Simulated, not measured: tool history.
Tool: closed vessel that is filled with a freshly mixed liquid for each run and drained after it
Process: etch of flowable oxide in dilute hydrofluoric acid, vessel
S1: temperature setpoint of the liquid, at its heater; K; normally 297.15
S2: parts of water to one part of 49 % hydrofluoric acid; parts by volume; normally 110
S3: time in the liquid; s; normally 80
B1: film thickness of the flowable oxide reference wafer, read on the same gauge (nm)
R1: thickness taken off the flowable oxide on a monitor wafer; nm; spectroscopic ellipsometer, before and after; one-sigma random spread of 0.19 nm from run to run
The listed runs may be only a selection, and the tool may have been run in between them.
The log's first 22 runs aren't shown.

| run | hour | S1 | S2 | S3 | B1 | R1 |
|---|---|---|---|---|---|---|
| 23 | 1139.8 | 297.15 | 110 | 60 | 135.19 | 25.61 |
| 24 | 1189.7 | 298.65 | 165 | 55 | 135.39 | 15.58 |
| 25 | 1233.1 | 297.15 | 110 | 80 | 135.58 | 34.20 |
| 26 | 1373.9 | 297.15 | 110 | 80 | 136.13 | 34.24 |
|  | 1375.0 | gauge calibrated |
| 27 | 1423.2 | 297.15 | 75 | 80 | 130.19 | 50.64 |
| 28 | 1465.6 | 297.15 | 110 | 80 | 130.36 | 33.17 |
| 29 | 1507.5 | 300.15 | 65 | 130 | 130.53 | 108.54 |
| 30 | 1569.2 | 292.65 | 70 | 110 | 130.77 | 62.95 |
|  | 1655.4 | hydrofluoric acid flow meter replaced |
| 31 | 1704.2 | 292.65 | 140 | 45 | 131.30 | 11.82 |
| 32 | 1738.6 | 299.15 | 110 | 80 | 131.44 | 36.13 |

Branching from run 32: 3 alternative next runs. What would each branch give?
| A | 1739.3 | 297.15 | 110 | 80 | ? | ? |
| B | 1739.3 | 293.15 | 140 | 80 | ? | ? |
| C | 1739.3 | 301.65 | 135 | 40 | ? | ? |

| run | B1 | R1 |
|---|---|---|
| A | 131.44 | 33.36 |
| B | 131.44 | 21.62 |
| C | 131.44 | 15.64 |
Without the tool's unlogged condition, the same runs would have read:
| run | R1 |
|---|---|
| A | 32.99 |
| B | 21.38 |
| C | 15.47 |
